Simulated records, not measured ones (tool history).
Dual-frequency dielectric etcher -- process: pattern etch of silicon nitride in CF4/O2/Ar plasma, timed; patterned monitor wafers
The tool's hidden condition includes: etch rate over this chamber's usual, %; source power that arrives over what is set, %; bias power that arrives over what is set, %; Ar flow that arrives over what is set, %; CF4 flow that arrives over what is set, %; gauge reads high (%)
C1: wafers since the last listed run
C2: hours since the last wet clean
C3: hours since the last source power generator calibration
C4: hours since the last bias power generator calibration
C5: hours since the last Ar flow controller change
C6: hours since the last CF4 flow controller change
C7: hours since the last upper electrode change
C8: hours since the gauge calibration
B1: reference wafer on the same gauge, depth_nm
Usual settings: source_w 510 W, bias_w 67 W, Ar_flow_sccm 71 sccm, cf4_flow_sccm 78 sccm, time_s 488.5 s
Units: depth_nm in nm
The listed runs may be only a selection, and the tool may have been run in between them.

run 1 hour=0.0 | source_w=460 bias_w=67 Ar_flow_sccm=71 cf4_flow_sccm=78 time_s=488.5 | C1=0 C2=24.9 C3=2107.5 C4=2611.2 C5=193.0 C6=2895.7 C7=3155.2 C8=145.2 | B1=1189.7 | depth_nm=972.5
run 2 hour=17.4 | source_w=460 bias_w=67 Ar_flow_sccm=71 cf4_flow_sccm=78 time_s=488.5 | C1=39 C2=42.3 C3=2124.9 C4=2628.6 C5=210.4 C6=2913.1 C7=3172.6 C8=162.6 | B1=1189.6 | depth_nm=964.3
-- hour=39.5 source power generator calibrated
run 3 hour=52.1 | source_w=510 bias_w=53 Ar_flow_sccm=83 cf4_flow_sccm=92 time_s=379.0 | C1=69 C2=77.0 C3=12.6 C4=2663.3 C5=245.1 C6=2947.8 C7=3207.3 C8=197.3 | B1=1190.7 | depth_nm=728.3
run 4 hour=72.5 | source_w=440 bias_w=67 Ar_flow_sccm=71 cf4_flow_sccm=91 time_s=374.5 | C1=45 C2=97.4 C3=33.0 C4=2683.7 C5=265.5 C6=2968.2 C7=3227.7 C8=217.7 | B1=1189.6 | depth_nm=724.9
run 5 hour=88.4 | source_w=450 bias_w=67 Ar_flow_sccm=71 cf4_flow_sccm=78 time_s=578.0 | C1=35 C2=113.3 C3=48.9 C4=2699.6 C5=281.4 C6=2984.1 C7=3243.6 C8=233.6 | B1=1189.5 | depth_nm=1132.0
-- hour=94.3 bias power generator calibrated
run 6 hour=117.4 | source_w=510 bias_w=67 Ar_flow_sccm=71 cf4_flow_sccm=67 time_s=488.5 | C1=56 C2=142.3 C3=77.9 C4=23.1 C5=310.4 C6=3013.1 C7=3272.6 C8=262.6 | B1=1189.9 | depth_nm=1010.6
run 7 hour=139.6 | source_w=510 bias_w=84 Ar_flow_sccm=71 cf4_flow_sccm=67 time_s=488.5 | C1=49 C2=164.5 C3=100.1 C4=45.3 C5=332.6 C6=3035.3 C7=3294.8 C8=284.8 | B1=1189.7 | depth_nm=1113.5
run 8 hour=153.2 | source_w=510 bias_w=67 Ar_flow_sccm=80 cf4_flow_sccm=59 time_s=488.5 | C1=30 C2=178.1 C3=113.7 C4=58.9 C5=346.2 C6=3048.9 C7=3308.4 C8=298.4 | B1=1189.1 | depth_nm=984.7
-- hour=194.0 upper electrode replaced
run 9 hour=194.5 | source_w=510 bias_w=67 Ar_flow_sccm=71 cf4_flow_sccm=78 time_s=488.5 | C1=38 C2=219.4 C3=155.0 C4=100.2 C5=387.5 C6=3090.2 C7=0.5 C8=339.7 | B1=1190.2 | depth_nm=1023.0
run 10 hour=194.9 | source_w=570 bias_w=67 Ar_flow_sccm=71 cf4_flow_sccm=93 time_s=488.5 | C1=0 C2=219.8 C3=155.4 C4=100.6 C5=387.9 C6=3090.6 C7=0.9 C8=340.1 | B1=1189.6 | depth_nm=1115.4
run 11 hour=205.6 | source_w=580 bias_w=77 Ar_flow_sccm=76 cf4_flow_sccm=89 time_s=488.5 | C1=24 C2=230.5 C3=166.1 C4=111.3 C5=398.6 C6=3101.3 C7=11.6 C8=350.8 | B1=1191.3 | depth_nm=1188.9

What does the tool deliver on the next run?
-- hour=295.0 CF4 flow controller replaced
run 12 hour=297.4 | source_w=510 bias_w=67 Ar_flow_sccm=71 cf4_flow_sccm=78 time_s=488.5 | C1=193 C2=322.3 C3=257.9 C4=203.1 C5=490.4 C6=2.4 C7=103.4 C8=442.6 | B1=? | depth_nm=?

Run 12 produced B1 1190.1, depth_nm 1029.2 nm.
Without the tool's hidden state the same run would have given depth_nm 1029.2 nm.
